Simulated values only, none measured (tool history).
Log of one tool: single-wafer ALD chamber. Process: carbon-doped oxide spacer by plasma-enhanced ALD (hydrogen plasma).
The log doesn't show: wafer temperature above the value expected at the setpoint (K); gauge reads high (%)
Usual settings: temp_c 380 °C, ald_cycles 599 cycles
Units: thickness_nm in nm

| run | hour | temp_c | ald_cycles | wafers since the last listed run | hours since the last thermocouple change | hours since the gauge calibration | read-back reference wafer on the same gauge, thickness_nm | thickness_nm |
|---|---|---|---|---|---|---|---|---|
| 1 | 0 | 380 | 599 | 0 | 367.3 | 402 | 29.808 | 29.497 |
| 2 | 12.1 | 380 | 599 | 5 | 379.4 | 414.1 | 29.788 | 29.554 |
| 3 | 29.5 | 380 | 599 | 7 | 396.8 | 431.5 | 29.807 | 29.358 |
| 4 | 45.6 | 375 | 599 | 7 | 412.9 | 447.6 | 29.807 | 29.514 |
| 5 | 59 | 380 | 599 | 6 | 426.3 | 461 | 29.775 | 29.404 |
| 6 | 85.2 | 380 | 599 | 11 | 452.5 | 487.2 | 29.836 | 29.452 |
| 7 | 101.5 | 380 | 599 | 7 | 468.8 | 503.5 | 29.807 | 29.562 |
| 8 | 116.8 | 380 | 599 | 6 | 484.1 | 518.8 | 29.806 | 29.426 |
| 9 | 129 | 380 | 599 | 5 | 496.3 | 531 | 29.809 | 29.674 |
| 10 | 142 | 380 | 599 | 5 | 509.3 | 544 | 29.83 | 29.567 |
| 11 | 171.7 | 385 | 569 | 13 | 539 | 573.7 | 29.806 | 28.071 |
| 12 | 200.9 | 385 | 569 | 13 | 568.2 | 602.9 | 29.815 | 28.049 |
| 13 | 217 | 385 | 569 | 7 | 584.3 | 619 | 29.77 | 28.008 |
| 14 | 322.1 | 380 | 599 | 47 | 689.4 | 724.1 | 29.797 | 29.445 |
| 15 | 350 | 395 | 711 | 12 | 717.3 | 752 | 29.785 | 35.148 |
| 16 | 369.8 | 392 | 509 | 8 | 737.1 | 771.8 | 29.792 | 25.074 |

The next listed run, before its measurement:
|  | 397.8 | gauge calibrated |
| 17 | 399.3 | 375 | 542 | 13 | 766.6 | 1.5 | ? | ? |

read-back reference wafer on the same gauge, thickness_nm: 29.804
thickness_nm: 26.773 nm
Without the tool's hidden state the same run would have given thickness_nm 26.773 nm.

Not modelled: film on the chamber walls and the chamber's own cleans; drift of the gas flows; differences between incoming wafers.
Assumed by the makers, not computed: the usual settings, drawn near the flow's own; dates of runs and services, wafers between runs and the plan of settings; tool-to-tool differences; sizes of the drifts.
